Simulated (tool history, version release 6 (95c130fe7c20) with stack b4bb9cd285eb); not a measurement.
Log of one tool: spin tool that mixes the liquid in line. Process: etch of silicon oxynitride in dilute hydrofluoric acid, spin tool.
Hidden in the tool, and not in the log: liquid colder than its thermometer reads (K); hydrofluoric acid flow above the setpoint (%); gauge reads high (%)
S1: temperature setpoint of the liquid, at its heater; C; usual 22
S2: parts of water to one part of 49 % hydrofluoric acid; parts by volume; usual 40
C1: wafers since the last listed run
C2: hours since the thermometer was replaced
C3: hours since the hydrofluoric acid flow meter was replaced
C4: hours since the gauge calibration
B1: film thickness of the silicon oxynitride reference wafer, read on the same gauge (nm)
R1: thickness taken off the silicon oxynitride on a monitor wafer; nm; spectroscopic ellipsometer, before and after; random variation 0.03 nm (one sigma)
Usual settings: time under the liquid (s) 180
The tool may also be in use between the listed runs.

Run 1, hour 0: usual settings but time under the liquid (s) 115; C1 0; C2 392.5; C3 1299.3; C4 1749.7; B1 149.99. Result: R1 3.56 nm.
Run 2, hour 77.3: usual settings but time under the liquid (s) 115; C1 660; C2 469.8; C3 1376.6; C4 1827; B1 150.02. Result: R1 3.59 nm.
Run 3, hour 137.4: usual settings; C1 513; C2 529.9; C3 1436.7; C4 1887.1; B1 150. Result: R1 5.61 nm.
Run 4, hour 452.5: usual settings; C1 2693; C2 845; C3 1751.8; C4 2202.2; B1 149.99. Result: R1 5.62 nm.
Run 5, hour 499.8: usual settings but S2 30 parts by volume; C1 404; C2 892.3; C3 1799.1; C4 2249.5; B1 150.01. Result: R1 7.5 nm.
Run 6, hour 593.2: usual settings but S2 30 parts by volume; C1 798; C2 985.7; C3 1892.5; C4 2342.9; B1 150. Result: R1 7.65 nm.
Run 7, hour 669.4: usual settings; C1 651; C2 1061.9; C3 1968.7; C4 2419.1; B1 150.01. Result: R1 5.63 nm.
At hour 683.3: hydrofluoric acid flow meter replaced.
Run 8, hour 711.4: usual settings; C1 350; C2 1103.9; C3 28.1; C4 2461.1; B1 149.99. Result: R1 5.6 nm.
At hour 786: gauge calibrated.
Run 9, hour 815.8: usual settings; C1 892; C2 1208.3; C3 132.5; C4 29.8; B1 150.02. Result: R1 5.62 nm.
Run 10, hour 906.7: usual settings; C1 776; C2 1299.2; C3 223.4; C4 120.7; B1 149.99. Result: R1 5.66 nm.
Run 11, hour 998.1: usual settings; C1 781; C2 1390.6; C3 314.8; C4 212.1; B1 150. Result: R1 5.61 nm.
Run 12, hour 1064.8: usual settings; C1 570; C2 1457.3; C3 381.5; C4 278.8; B1 149.99. Result: R1 5.66 nm.
Run 13, hour 1162.4: usual settings; C1 834; C2 1554.9; C3 479.1; C4 376.4; B1 150.01. Result: R1 5.61 nm.
At hour 1223.5: thermometer replaced.
Run 14, hour 1249: usual settings but S1 20 C, S2 50 parts by volume, time under the liquid (s) 145; C1 731; C2 25.5; C3 565.7; C4 463; B1 149.99. Result: R1 3.25 nm.
Run 15, hour 1290.5: usual settings; C1 354; C2 67; C3 607.2; C4 504.5; B1 149.99. Result: R1 5.64 nm.
Run 16, hour 1347.6: usual settings but S2 55 parts by volume, time under the liquid (s) 105; C1 488; C2 124.1; C3 664.3; C4 561.6; B1 150. Result: R1 2.38 nm.
Run 17, hour 1383.9: usual settings but S1 19.5 C, S2 50 parts by volume, time under the liquid (s) 225; C1 310; C2 160.4; C3 700.6; C4 597.9; B1 150. Result: R1 4.99 nm.
Run 18, hour 1445.2: usual settings but time under the liquid (s) 285; C1 523; C2 221.7; C3 761.9; C4 659.2; B1 150.01. Result: R1 8.97 nm.
Run 19, hour 1488.3: usual settings but S1 24 C, S2 55 parts by volume, time under the liquid (s) 110; C1 368; C2 264.8; C3 805; C4 702.3; B1 149.98. Result: R1 2.74 nm.
Run 20, hour 1575.1: usual settings but S2 30 parts by volume; C1 741; C2 351.6; C3 891.8; C4 789.1; B1 150.02. Result: R1 7.53 nm.
Run 21, hour 1681.6: usual settings but S2 50 parts by volume; C1 910; C2 458.1; C3 998.3; C4 895.6; B1 149.98. Result: R1 4.48 nm.
Run 22, hour 1732: usual settings but time under the liquid (s) 85; C1 430; C2 508.5; C3 1048.7; C4 946; B1 150.01. Result: R1 2.64 nm.
Run 23, hour 1814.4: usual settings but S1 19 C, time under the liquid (s) 135; C1 704; C2 590.9; C3 1131.1; C4 1028.4; B1 150. Result: R1 3.68 nm.
Run 24, hour 1874.5: usual settings but S1 24 C; C1 513; C2 651; C3 1191.2; C4 1088.5; B1 150.01. Result: R1 6.21 nm.
Run 25, hour 1945.7: usual settings but S1 27 C; C1 608; C2 722.2; C3 1262.4; C4 1159.7; B1 149.98. Result: R1 7.18 nm.
Run 26, hour 1991.4: usual settings but S1 17 C, S2 50 parts by volume; C1 390; C2 767.9; C3 1308.1; C4 1205.4; B1 150. Result: R1 3.5 nm.
Run 27, hour 2076.7: usual settings but S1 23.5 C, time under the liquid (s) 120; C1 729; C2 853.2; C3 1393.4; C4 1290.7; B1 150. Result: R1 4.08 nm.
Run 28, hour 2159.3: usual settings but S1 26.5 C, S2 50 parts by volume; C1 706; C2 935.8; C3 1476; C4 1373.3; B1 150.01. Result: R1 5.54 nm.
Run 29, hour 2253: usual settings but time under the liquid (s) 215; C1 800; C2 1029.5; C3 1569.7; C4 1467; B1 150.01. Result: R1 6.72 nm.
Run 30, hour 2314.4: usual settings; C1 524; C2 1090.9; C3 1631.1; C4 1528.4; B1 149.98. Result: R1 5.62 nm.
Run 31, hour 2393.1: usual settings but S1 20.5 C; C1 672; C2 1169.6; C3 1709.8; C4 1607.1; B1 150.01. Result: R1 5.27 nm.
Run 32, hour 2606.7: usual settings but time under the liquid (s) 115; C1 1825; C2 1383.2; C3 1923.4; C4 1820.7; B1 150. Result: R1 3.64 nm.

The tool's hidden state at each run:
liquid colder than its thermometer reads (K): 0 in every run
hydrofluoric acid flow above the setpoint (%): 0 in every run
gauge reads high (%): 0 in every run

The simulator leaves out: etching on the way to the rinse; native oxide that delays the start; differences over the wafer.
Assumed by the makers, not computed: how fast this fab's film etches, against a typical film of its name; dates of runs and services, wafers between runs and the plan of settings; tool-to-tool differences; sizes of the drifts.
